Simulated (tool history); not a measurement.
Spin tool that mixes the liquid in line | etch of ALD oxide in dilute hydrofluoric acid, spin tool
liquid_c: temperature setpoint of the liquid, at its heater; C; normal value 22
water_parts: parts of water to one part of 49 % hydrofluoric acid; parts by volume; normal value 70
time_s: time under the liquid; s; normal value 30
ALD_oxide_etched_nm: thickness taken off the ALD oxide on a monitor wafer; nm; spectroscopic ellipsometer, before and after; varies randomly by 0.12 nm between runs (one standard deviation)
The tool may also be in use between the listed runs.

run   hour  liquid_c  water_parts  time_s  read-back film thickness of the ALD oxide reference wafer, read on the same gauge (nm)  ALD_oxide_etched_nm
  1      0        22           85      30                                                                                  109.99                 9.52
  2   28.9        22           85      30                                                                                     110                 9.52
  3   88.2        22           70      30                                                                                  109.99                11.68
  4  185.3        22           70      30                                                                                  109.99                11.44
  5  233.2        22           70      30                                                                                     110                 11.6
  6  295.5        22           70      30                                                                                  109.98                11.57
  7  327.4        22           70      30                                                                                  109.98                11.56
  8  361.9        22           70      30                                                                                     110                11.42
  9  412.3        22           70      30                                                                                  110.03                11.53
 10  447.4        22           70      30                                                                                  109.98                11.41
 11    510        22           70      30                                                                                  110.01                11.22
     518.9  -- gauge calibrated
 12  568.3      20.5           95      30                                                                                  110.01                  7.6
 13  618.9        19           90      30                                                                                  110.01                 7.62
 14  677.8        20           95      25                                                                                     110                 6.17
     701.2  -- thermometer replaced
 15    736        22           70      40                                                                                     110                16.01
 16  766.4      26.5           55      25                                                                                  109.98                15.62
     777.6  -- hydrofluoric acid flow meter replaced
 17    823        22           70      35                                                                                     110                 14.2
 18  853.9        22           70      20                                                                                  109.99                 8.01
 19  991.3        22           70      30                                                                                  109.99                12.19

For run 20, what comes out?
 20  1026      23.5          100      30                                                                                       ?                    ?

{"run 20": {"read-back film thickness of the ALD oxide reference wafer, read on the same gauge (nm)": 110, "ALD_oxide_etched_nm": 8.56}}
On a tool with no hidden condition, and with the same random variation, this run would have come out at ALD_oxide_etched_nm 9.01 nm.
